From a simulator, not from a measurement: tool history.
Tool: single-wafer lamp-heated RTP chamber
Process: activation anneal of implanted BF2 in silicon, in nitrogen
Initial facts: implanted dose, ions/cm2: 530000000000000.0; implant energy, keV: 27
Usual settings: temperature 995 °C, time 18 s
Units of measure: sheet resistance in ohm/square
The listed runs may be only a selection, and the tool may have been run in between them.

run	day	temperature	time	wafers since the last listed run	wafers since the last pyrometer calibration	wafers since the reflector plate was cleaned	hours since the gauge calibration	read-back reference wafer on the same gauge, sheet resistance	sheet resistance
1	0.000	987	22	0	503	6788	440.6	284.01	238.90
2	0.658	987	22	331	835	7120	456.4	284.02	238.73
3	2.142	987	22	746	1581	7866	492.0	283.94	238.99
4	2.817	1013	18	339	1921	8206	508.2	283.80	231.30
5	3.529	1013	18	358	2279	8564	525.3	283.76	230.92
6	4.646	995	18	561	2841	9126	552.1	283.96	237.03
7	5.312	995	18	335	3177	9462	568.1	283.93	236.79
8	6.262	995	18	478	3655	9940	590.9	283.72	237.22
9	7.229	995	18	486	4141	10426	614.1	284.06	237.57
# day 10.179: reflector plate cleaned
10	10.583	995	18	1520	5662	203	694.6	283.83	237.24
# day 11.575: pyrometer window cleaned and pyrometer calibrated
11	11.596	985	22	341	10	545	718.9	283.93	239.53
12	12.029	980	18	218	228	763	729.3	284.09	245.22
13	13.212	995	18	595	824	1358	757.7	283.88	236.89
14	13.821	995	18	306	1130	1665	772.3	283.76	237.15
15	14.567	995	18	375	1505	2040	790.2	283.93	237.03
16	15.467	995	18	452	1958	2493	811.8	283.72	237.44
17	16.054	995	27	295	2254	2789	825.9	284.10	234.69
18	16.892	1005	15	421	2675	3210	846.0	283.96	234.83
19	17.554	1014	18	333	3008	3543	861.9	284.07	231.55
20	18.733	995	18	593	3602	4137	890.2	284.07	236.85
# day 18.875: gauge calibrated
21	20.071	979	15	673	4275	4810	28.7	284.00	246.36
22	21.396	1024	28	666	4942	5477	60.5	283.76	227.34
23	22.717	995	18	664	5606	6141	92.2	283.96	236.82
# day 23.358: pyrometer window cleaned and pyrometer calibrated
24	23.712	995	18	333	178	6475	116.1	283.94	237.19
25	24.350	995	18	320	499	6796	131.4	284.32	236.57
26	25.225	1019	18	440	939	7236	152.4	284.04	229.82
27	26.112	1023	10	446	1386	7683	173.7	283.88	232.67
28	26.979	1010	11	436	1822	8119	194.5	284.01	234.94
29	28.400	972	13	715	2537	8834	228.6	284.01	254.28
30	32.396	981	22	2010	4548	10845	324.5	283.94	242.05
31	33.825	1004	9	719	5267	11564	358.8	283.88	237.29
32	34.675	1013	14	427	5695	11992	379.2	283.97	232.29
# day 35.458: pyrometer window cleaned and pyrometer calibrated
33	38.475	969	9	1744	1519	13736	470.4	283.99	258.79
34	39.638	983	8	585	2104	14321	498.3	284.05	248.82
35	40.704	975	7	536	2640	14858	523.9	283.80	255.37
# day 42.079: reflector plate cleaned
36	42.100	995	18	534	3175	9	557.4	283.80	237.32

What if the next run were any one of these 5? Each begins from the tool's condition after run 36:
A	42.117	995	28	8	3184	17	557.8	?	?
B	42.117	1016	23	8	3184	17	557.8	?	?
C	42.117	1024	18	8	3184	17	557.8	?	?
D	42.117	1015	23	8	3184	17	557.8	?	?
E	42.117	975	14	8	3184	17	557.8	?	?

run	read-back reference wafer on the same gauge, sheet resistance	sheet resistance
A	284.06	233.92
B	284.06	229.21
C	284.06	229.03
D	284.06	229.42
E	284.06	249.88
Stripped of hidden state, with their random variation kept, the same runs would have yielded:
run	sheet resistance
A	233.92
B	229.21
C	229.03
D	229.42
E	249.88
